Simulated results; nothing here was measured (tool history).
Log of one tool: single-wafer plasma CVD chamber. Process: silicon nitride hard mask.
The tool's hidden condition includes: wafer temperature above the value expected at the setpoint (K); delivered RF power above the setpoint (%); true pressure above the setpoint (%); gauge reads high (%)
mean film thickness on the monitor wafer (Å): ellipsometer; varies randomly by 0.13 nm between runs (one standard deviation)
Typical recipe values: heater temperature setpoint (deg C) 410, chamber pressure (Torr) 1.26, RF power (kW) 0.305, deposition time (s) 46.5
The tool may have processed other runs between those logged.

run     day  heater temperature setpoint (deg C)  chamber pressure (Torr)  RF power (kW)  deposition time (s)  wafers since the last listed run  hours since the last thermocouple change  hours since the last RF generator calibration  hours since the last manometer calibration  hours since the showerhead was replaced  hours since the gauge calibration  read-back reference wafer on the same gauge, thickness_nm  mean film thickness on the monitor wafer (Å)
  1       0                                  410                     1.26           0.29                 46.5                                 0                                    2360.4                                          778.9                                      2288.8                                   6466.7                               40.8                                                     62.423                                         505.8
  2   0.362                                  410                     1.26           0.29                 46.5                               167                                    2369.1                                          787.6                                      2297.5                                   6475.4                               49.5                                                     62.433                                        504.24
  3   0.679                                  410                     1.26          0.305                 46.5                               145                                    2376.7                                          795.2                                      2305.1                                     6483                               57.1                                                      62.42                                        518.75
  4   0.929                                  410                     1.26          0.305                 46.5                               115                                    2382.7                                          801.2                                      2311.1                                     6489                               63.1                                                     62.385                                         517.7
  5   1.262                                  410                     1.26          0.305                 46.5                               153                                    2390.7                                          809.2                                      2319.1                                     6497                               71.1                                                       62.4                                        516.79
  6   1.588                                  402                     1.26          0.305                 46.5                               149                                    2398.5                                            817                                      2326.9                                   6504.8                               78.9                                                     62.364                                        516.22
  7   1.983                                  405                     1.26          0.305                 46.5                               182                                      2408                                          826.5                                      2336.4                                   6514.3                               88.4                                                     62.362                                         517.1
  8   2.683                                  405                     1.26          0.305                 46.5                               322                                    2424.8                                          843.3                                      2353.2                                   6531.1                              105.2                                                     62.366                                        517.15
  9   3.129                                  410                     1.26          0.305                 46.5                               205                                    2435.5                                            854                                      2363.9                                   6541.8                              115.9                                                     62.411                                         515.9
 10   3.388                                  410                     1.26           0.28                 46.5                               119                                    2441.7                                          860.2                                      2370.1                                     6548                              122.1                                                     62.383                                           494
 11   3.721                                  410                     1.26          0.305                 49.3                               153                                    2449.7                                          868.2                                      2378.1                                     6556                              130.1                                                     62.436                                        543.86
 12   5.242                                  410                     1.26          0.305                 49.3                               701                                    2486.2                                          904.7                                      2414.6                                   6592.5                              166.6                                                     62.385                                        546.05
 13   5.883                                  410                     1.26          0.305                 49.3                               295                                    2501.6                                          920.1                                        2430                                   6607.9                                182                                                     62.437                                         546.7
      7.367  -- showerhead replaced
      7.508  -- RF generator calibrated
      7.638  -- capacitance manometer re-zeroed and calibrated
      7.854  -- thermocouple changed; heater temperature recalibrated
 14   7.875                                  410                     1.26          0.345                 46.5                               539                                       0.5                                            8.8                                         5.7                                     12.2                              229.8                                                     62.405                                        536.05
      7.912  -- gauge calibrated
 15   7.979                                  410                     1.26          0.305                 46.5                                48                                         3                                           11.3                                         8.2                                     14.7                                1.6                                                     62.393                                        505.45
 16   8.262                                  417                     1.37          0.355                 46.5                               130                                       9.8                                           18.1                                          15                                     21.5                                8.4                                                     62.404                                        559.21
 17   9.008                                  410                     1.26          0.275                 48.9                               343                                      27.7                                             36                                        32.9                                     39.4                               26.3                                                     62.392                                        504.13
      9.675  -- RF generator calibrated, repeated, since the last time left the tool worse
 18   9.696                                  405                     1.26          0.305                 46.5                               163                                      44.2                                            0.5                                        49.4                                     55.9                               42.8                                                     62.349                                        530.84
 19  10.121                                  410                     1.26          0.305                 46.5                               195                                      54.4                                           10.7                                        59.6                                     66.1                                 53                                                     62.401                                        529.33
 20  10.629                                  395                     1.56           0.33                 38.4                               234                                      66.6                                           22.9                                        71.8                                     78.3                               65.2                                                     62.335                                        494.65
 21  11.025                                  410                     1.26           0.28                 46.5                               182                                      76.1                                           32.4                                        81.3                                     87.8                               74.7                                                       62.4                                        506.34
 22  11.625                                  406                     1.07           0.36                 43.6                               276                                      90.5                                           46.8                                        95.7                                    102.2                               89.1                                                     62.475                                        495.42
 23  12.029                                  406                     1.45           0.35                 46.5                               186                                     100.2                                           56.5                                       105.4                                    111.9                               98.8                                                     62.404                                        597.38
 24  12.296                                  410                     1.26           0.35                 54.8                               122                                     106.6                                           62.9                                       111.8                                    118.3                              105.2                                                     62.399                                        664.77
 25  12.883                                  415                     1.26          0.305                 46.5                               270                                     120.7                                             77                                       125.9                                    132.4                              119.3                                                     62.398                                        526.76
 26  13.138                                  415                     1.39          0.305                 46.5                               117                                     126.8                                           83.1                                         132                                    138.5                              125.4                                                     62.422                                        549.11
 27  13.821                                  410                     1.26          0.305                 50.4                               315                                     143.2                                           99.5                                       148.4                                    154.9                              141.8                                                     62.419                                        571.79
 28  14.358                                  410                     1.26          0.305                 46.5                               247                                     156.1                                          112.4                                       161.3                                    167.8                              154.7                                                     62.424                                        525.25

Some steps in mean film thickness on the monitor wafer (Å), run to run, broken into two amounts with sign: the step expected even without the hidden condition (settings, incoming material, random variation), and the rest, left for the hidden condition together with whatever gauge scatter is not in both the measured and the hidden-condition-free result:
Run 13 -> 14: RF power (kW) 0.305 -> 0.345, deposition time (s) 49.3 -> 46.5, showerhead replaced, RF generator calibrated, capacitance manometer re-zeroed and calibrated, thermocouple changed; heater temperature recalibrated. mean film thickness on the monitor wafer (Å) -10.65: hidden state -11.37, all else +0.72.
Run 17 -> 18: heater temperature setpoint (deg C) 410 -> 405, RF power (kW) 0.275 -> 0.305, deposition time (s) 48.9 -> 46.5, RF generator calibrated, repeated, since the last time left the tool worse. mean film thickness on the monitor wafer (Å) +26.71: hidden state +26.05, all else +0.66.
Run 22 -> 23: chamber pressure (Torr) 1.07 -> 1.45, RF power (kW) 0.36 -> 0.35, deposition time (s) 43.6 -> 46.5. mean film thickness on the monitor wafer (Å) +101.96: hidden state -0.45, all else +102.41.
Run 24 -> 25: heater temperature setpoint (deg C) 410 -> 415, RF power (kW) 0.35 -> 0.305, deposition time (s) 54.8 -> 46.5. mean film thickness on the monitor wafer (Å) -138.01: hidden state +0.2, all else -138.21.
